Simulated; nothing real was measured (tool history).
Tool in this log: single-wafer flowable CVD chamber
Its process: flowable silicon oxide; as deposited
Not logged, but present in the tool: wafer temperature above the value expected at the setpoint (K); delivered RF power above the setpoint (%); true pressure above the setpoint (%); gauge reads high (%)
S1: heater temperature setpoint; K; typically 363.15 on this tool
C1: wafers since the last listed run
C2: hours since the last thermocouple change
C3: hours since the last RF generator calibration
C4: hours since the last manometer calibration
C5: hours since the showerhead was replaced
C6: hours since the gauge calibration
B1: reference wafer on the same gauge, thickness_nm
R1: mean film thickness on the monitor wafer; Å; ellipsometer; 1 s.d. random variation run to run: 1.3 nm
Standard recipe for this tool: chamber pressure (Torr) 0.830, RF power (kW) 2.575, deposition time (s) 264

{"run": 1, "day": 0.0, "S1": 371.15, "chamber pressure (Torr)": 0.83, "RF power (kW)": 2.575, "deposition time (s)": 264, "C1": 0, "C2": 1046.6, "C3": 764.2, "C4": 1416.7, "C5": 4287.4, "C6": 368.3, "B1": 232.049, "R1": 2116.23}
{"run": 2, "day": 2.546, "S1": 363.15, "chamber pressure (Torr)": 0.727, "RF power (kW)": 2.575, "deposition time (s)": 264, "C1": 561, "C2": 1107.7, "C3": 825.3, "C4": 1477.8, "C5": 4348.5, "C6": 429.4, "B1": 232.161, "R1": 2411.51}
{"run": 3, "day": 4.2, "S1": 363.15, "chamber pressure (Torr)": 0.727, "RF power (kW)": 2.575, "deposition time (s)": 264, "C1": 364, "C2": 1147.4, "C3": 865.0, "C4": 1517.5, "C5": 4388.2, "C6": 469.1, "B1": 231.729, "R1": 2435.11}
{"run": 4, "day": 6.675, "S1": 363.15, "chamber pressure (Torr)": 0.727, "RF power (kW)": 2.575, "deposition time (s)": 264, "C1": 545, "C2": 1206.8, "C3": 924.4, "C4": 1576.9, "C5": 4447.6, "C6": 528.5, "B1": 231.946, "R1": 2420.84}
{"run": 5, "day": 10.529, "S1": 363.15, "chamber pressure (Torr)": 0.688, "RF power (kW)": 2.575, "deposition time (s)": 264, "C1": 849, "C2": 1299.3, "C3": 1016.9, "C4": 1669.4, "C5": 4540.1, "C6": 621.0, "B1": 232.086, "R1": 2307.34}
{"run": 6, "day": 13.396, "S1": 363.15, "chamber pressure (Torr)": 0.688, "RF power (kW)": 2.575, "deposition time (s)": 264, "C1": 632, "C2": 1368.1, "C3": 1085.7, "C4": 1738.2, "C5": 4608.9, "C6": 689.8, "B1": 231.897, "R1": 2311.22}
{"run": 7, "day": 16.054, "S1": 363.15, "chamber pressure (Torr)": 0.83, "RF power (kW)": 2.575, "deposition time (s)": 264, "C1": 586, "C2": 1431.9, "C3": 1149.5, "C4": 1802.0, "C5": 4672.7, "C6": 753.6, "B1": 231.955, "R1": 2702.48}
{"run": 8, "day": 19.492, "S1": 363.15, "chamber pressure (Torr)": 0.725, "RF power (kW)": 2.575, "deposition time (s)": 264, "C1": 758, "C2": 1514.4, "C3": 1232.0, "C4": 1884.5, "C5": 4755.2, "C6": 836.1, "B1": 232.118, "R1": 2407.13}
{"day": 20.017, "done": "gauge calibrated"}
{"day": 20.712, "done": "capacitance manometer re-zeroed and calibrated"}
{"day": 21.742, "done": "RF generator calibrated"}
{"run": 9, "day": 23.829, "S1": 363.15, "chamber pressure (Torr)": 0.727, "RF power (kW)": 2.575, "deposition time (s)": 264, "C1": 809, "C2": 1618.5, "C3": 50.1, "C4": 74.8, "C5": 4859.3, "C6": 91.5, "B1": 232.045, "R1": 2270.95}
{"day": 24.417, "done": "showerhead replaced"}
{"run": 10, "day": 27.512, "S1": 354.15, "chamber pressure (Torr)": 0.955, "RF power (kW)": 2.115, "deposition time (s)": 228, "C1": 738, "C2": 1706.9, "C3": 138.5, "C4": 163.2, "C5": 74.3, "C6": 179.9, "B1": 231.958, "R1": 3110.87}
{"day": 30.983, "done": "thermocouple changed; heater temperature recalibrated"}
{"run": 11, "day": 31.004, "S1": 363.15, "chamber pressure (Torr)": 0.83, "RF power (kW)": 2.575, "deposition time (s)": 264, "C1": 696, "C2": 0.5, "C3": 222.3, "C4": 247.0, "C5": 158.1, "C6": 263.7, "B1": 231.855, "R1": 2594.04}
{"run": 12, "day": 35.029, "S1": 363.15, "chamber pressure (Torr)": 0.707, "RF power (kW)": 2.575, "deposition time (s)": 304, "C1": 887, "C2": 97.1, "C3": 318.9, "C4": 343.6, "C5": 254.7, "C6": 360.3, "B1": 231.983, "R1": 2635.22}
{"run": 13, "day": 38.312, "S1": 363.15, "chamber pressure (Torr)": 0.83, "RF power (kW)": 2.17, "deposition time (s)": 264, "C1": 724, "C2": 175.9, "C3": 397.7, "C4": 422.4, "C5": 333.5, "C6": 439.1, "B1": 232.013, "R1": 2565.83}
{"run": 14, "day": 40.575, "S1": 358.15, "chamber pressure (Torr)": 0.747, "RF power (kW)": 2.445, "deposition time (s)": 297, "C1": 498, "C2": 230.2, "C3": 452.0, "C4": 476.7, "C5": 387.8, "C6": 493.4, "B1": 232.087, "R1": 3075.68}

Alternative continuations, all from the tool just after run 14; predict every row:
{"run": "A", "day": 40.596, "S1": 358.15, "chamber pressure (Torr)": 0.83, "RF power (kW)": 2.575, "deposition time (s)": 264, "C1": 4, "C2": 230.7, "C3": 452.5, "C4": 477.2, "C5": 388.3, "C6": 493.9, "B1": "?", "R1": "?"}
{"run": "B", "day": 40.596, "S1": 358.15, "chamber pressure (Torr)": 0.967, "RF power (kW)": 3.085, "deposition time (s)": 264, "C1": 4, "C2": 230.7, "C3": 452.5, "C4": 477.2, "C5": 388.3, "C6": 493.9, "B1": "?", "R1": "?"}
{"run": "C", "day": 40.596, "S1": 375.15, "chamber pressure (Torr)": 0.733, "RF power (kW)": 2.575, "deposition time (s)": 223, "C1": 4, "C2": 230.7, "C3": 452.5, "C4": 477.2, "C5": 388.3, "C6": 493.9, "B1": "?", "R1": "?"}
{"run": "D", "day": 40.596, "S1": 373.15, "chamber pressure (Torr)": 0.902, "RF power (kW)": 2.575, "deposition time (s)": 264, "C1": 4, "C2": 230.7, "C3": 452.5, "C4": 477.2, "C5": 388.3, "C6": 493.9, "B1": "?", "R1": "?"}

run=A B1=232.023 R1=2989.49
run=B B1=232.023 R1=3439.15
run=C B1=232.023 R1=1399.34
run=D B1=232.023 R1=2084.94
Without the tool's hidden state the same runs would have given:
run=A R1=2889.55
run=B R1=3329.59
run=C R1=1351.18
run=D R1=2018.07
